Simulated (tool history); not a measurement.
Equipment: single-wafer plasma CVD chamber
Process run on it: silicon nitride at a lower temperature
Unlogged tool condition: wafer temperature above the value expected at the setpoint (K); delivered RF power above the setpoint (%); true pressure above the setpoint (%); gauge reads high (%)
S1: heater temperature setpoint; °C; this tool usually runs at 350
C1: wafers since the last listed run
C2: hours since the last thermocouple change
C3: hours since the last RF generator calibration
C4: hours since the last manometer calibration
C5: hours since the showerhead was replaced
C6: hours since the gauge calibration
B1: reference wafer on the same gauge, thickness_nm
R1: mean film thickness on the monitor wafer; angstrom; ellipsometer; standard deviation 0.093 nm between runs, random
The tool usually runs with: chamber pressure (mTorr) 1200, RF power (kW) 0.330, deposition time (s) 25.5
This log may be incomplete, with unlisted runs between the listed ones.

Run 1, hour 0.0: usual settings but S1 354 °C; C1 0; C2 47.5; C3 831.4; C4 10.4; C5 3412.7; C6 1514.9; B1 33.107. Result: R1 285.96 angstrom.
Run 2, hour 49.3: usual settings but S1 354 °C; C1 1708; C2 96.8; C3 880.7; C4 59.7; C5 3462.0; C6 1564.2; B1 33.073. Result: R1 285.03 angstrom.
Run 3, hour 98.2: usual settings but S1 354 °C; C1 1694; C2 145.7; C3 929.6; C4 108.6; C5 3510.9; C6 1613.1; B1 33.078. Result: R1 284.56 angstrom.
Run 4, hour 161.0: usual settings; C1 2176; C2 208.5; C3 992.4; C4 171.4; C5 3573.7; C6 1675.9; B1 33.117. Result: R1 286.16 angstrom.
Run 5, hour 186.5: usual settings; C1 883; C2 234.0; C3 1017.9; C4 196.9; C5 3599.2; C6 1701.4; B1 33.090. Result: R1 282.27 angstrom.
At hour 202.5: gauge calibrated.
Run 6, hour 248.5: usual settings; C1 2148; C2 296.0; C3 1079.9; C4 258.9; C5 3661.2; C6 46.0; B1 33.084. Result: R1 281.96 angstrom.
Run 7, hour 307.0: usual settings; C1 2027; C2 354.5; C3 1138.4; C4 317.4; C5 3719.7; C6 104.5; B1 33.112. Result: R1 281.06 angstrom.
At hour 345.5: RF generator calibrated.
Run 8, hour 363.5: usual settings but S1 358 °C; C1 1680; C2 411.0; C3 18.0; C4 373.9; C5 3776.2; C6 161.0; B1 33.138. Result: R1 290.04 angstrom.
Run 9, hour 440.6: usual settings; C1 2672; C2 488.1; C3 95.1; C4 451.0; C5 3853.3; C6 238.1; B1 33.110. Result: R1 289.64 angstrom.
At hour 456.1: showerhead replaced.
Run 10, hour 466.3: usual settings but deposition time (s) 22.3; C1 613; C2 513.8; C3 120.8; C4 476.7; C5 10.2; C6 263.8; B1 33.107. Result: R1 254.93 angstrom.
Run 11, hour 506.0: usual settings but deposition time (s) 28.3; C1 1375; C2 553.5; C3 160.5; C4 516.4; C5 49.9; C6 303.5; B1 33.121. Result: R1 323.76 angstrom.
Run 12, hour 557.4: usual settings but deposition time (s) 23.4; C1 1781; C2 604.9; C3 211.9; C4 567.8; C5 101.3; C6 354.9; B1 33.086. Result: R1 267.36 angstrom.
Run 13, hour 587.9: usual settings; C1 1057; C2 635.4; C3 242.4; C4 598.3; C5 131.8; C6 385.4; B1 33.112. Result: R1 290.62 angstrom.
Run 14, hour 613.9: usual settings but S1 359 °C, chamber pressure (mTorr) 1050, RF power (kW) 0.380; C1 901; C2 661.4; C3 268.4; C4 624.3; C5 157.8; C6 411.4; B1 33.127. Result: R1 297.55 angstrom.
Run 15, hour 670.9: usual settings but chamber pressure (mTorr) 1460, deposition time (s) 27.1; C1 1975; C2 718.4; C3 325.4; C4 681.3; C5 214.8; C6 468.4; B1 33.125. Result: R1 329.60 angstrom.
Run 16, hour 708.0: usual settings but chamber pressure (mTorr) 1000; C1 1285; C2 755.5; C3 362.5; C4 718.4; C5 251.9; C6 505.5; B1 33.140. Result: R1 271.26 angstrom.
Run 17, hour 759.6: usual settings but S1 345 °C, deposition time (s) 22.2; C1 1788; C2 807.1; C3 414.1; C4 770.0; C5 303.5; C6 557.1; B1 33.084. Result: R1 253.10 angstrom.
Run 18, hour 809.7: usual settings; C1 1736; C2 857.2; C3 464.2; C4 820.1; C5 353.6; C6 607.2; B1 33.130. Result: R1 287.90 angstrom.
Run 19, hour 839.4: usual settings but RF power (kW) 0.295; C1 1029; C2 886.9; C3 493.9; C4 849.8; C5 383.3; C6 636.9; B1 33.104. Result: R1 271.90 angstrom.
Run 20, hour 880.3: usual settings but RF power (kW) 0.360; C1 1417; C2 927.8; C3 534.8; C4 890.7; C5 424.2; C6 677.8; B1 33.117. Result: R1 300.75 angstrom.
Run 21, hour 928.7: usual settings but S1 338 °C, chamber pressure (mTorr) 1450, RF power (kW) 0.300, deposition time (s) 29.9; C1 1677; C2 976.2; C3 583.2; C4 939.1; C5 472.6; C6 726.2; B1 33.124. Result: R1 342.87 angstrom.
Run 22, hour 969.8: usual settings but chamber pressure (mTorr) 1110; C1 1424; C2 1017.3; C3 624.3; C4 980.2; C5 513.7; C6 767.3; B1 33.107. Result: R1 279.69 angstrom.
Run 23, hour 1015.0: usual settings but S1 337 °C, chamber pressure (mTorr) 1290; C1 1566; C2 1062.5; C3 669.5; C4 1025.4; C5 558.9; C6 812.5; B1 33.090. Result: R1 295.77 angstrom.
Run 24, hour 1080.7: usual settings; C1 2276; C2 1128.2; C3 735.2; C4 1091.1; C5 624.6; C6 878.2; B1 33.126. Result: R1 286.30 angstrom.
Run 25, hour 1108.0: usual settings but S1 354 °C; C1 946; C2 1155.5; C3 762.5; C4 1118.4; C5 651.9; C6 905.5; B1 33.109. Result: R1 285.19 angstrom.
Run 26, hour 1147.9: usual settings but chamber pressure (mTorr) 950; C1 1382; C2 1195.4; C3 802.4; C4 1158.3; C5 691.8; C6 945.4; B1 33.085. Result: R1 258.25 angstrom.
Run 27, hour 1194.3: usual settings; C1 1608; C2 1241.8; C3 848.8; C4 1204.7; C5 738.2; C6 991.8; B1 33.105. Result: R1 282.37 angstrom.
Run 28, hour 1254.7: usual settings but chamber pressure (mTorr) 1040; C1 2093; C2 1302.2; C3 909.2; C4 1265.1; C5 798.6; C6 1052.2; B1 33.088. Result: R1 266.59 angstrom.
Run 29, hour 1278.9: usual settings but S1 344 °C; C1 838; C2 1326.4; C3 933.4; C4 1289.3; C5 822.8; C6 1076.4; B1 33.100. Result: R1 282.55 angstrom.

Selected run-to-run steps in R1, each split into two signed amounts: the part the tool would show with no hidden state at all (from settings, incoming material and random variation), and the remainder, which goes to the hidden state together with any gauge scatter not common to the measured and the hidden-state-free results:
Run 7 -> 8: S1 350 -> 358, RF generator calibrated. R1 +8.98 angstrom: hidden state +10.17, all else -1.19.
Run 10 -> 11: deposition time (s) 22.3 -> 28.3. R1 +68.83 angstrom: hidden state -0.26, all else +69.09.
Run 20 -> 21: S1 350 -> 338, chamber pressure (mTorr) 1200 -> 1450, RF power (kW) 0.360 -> 0.300, deposition time (s) 25.5 -> 29.9. R1 +42.12 angstrom: hidden state -1.29, all else +43.41.
Run 21 -> 22: S1 338 -> 350, chamber pressure (mTorr) 1450 -> 1110, RF power (kW) 0.300 -> 0.330, deposition time (s) 29.9 -> 25.5. R1 -63.18 angstrom: hidden state +0.30, all else -63.48.
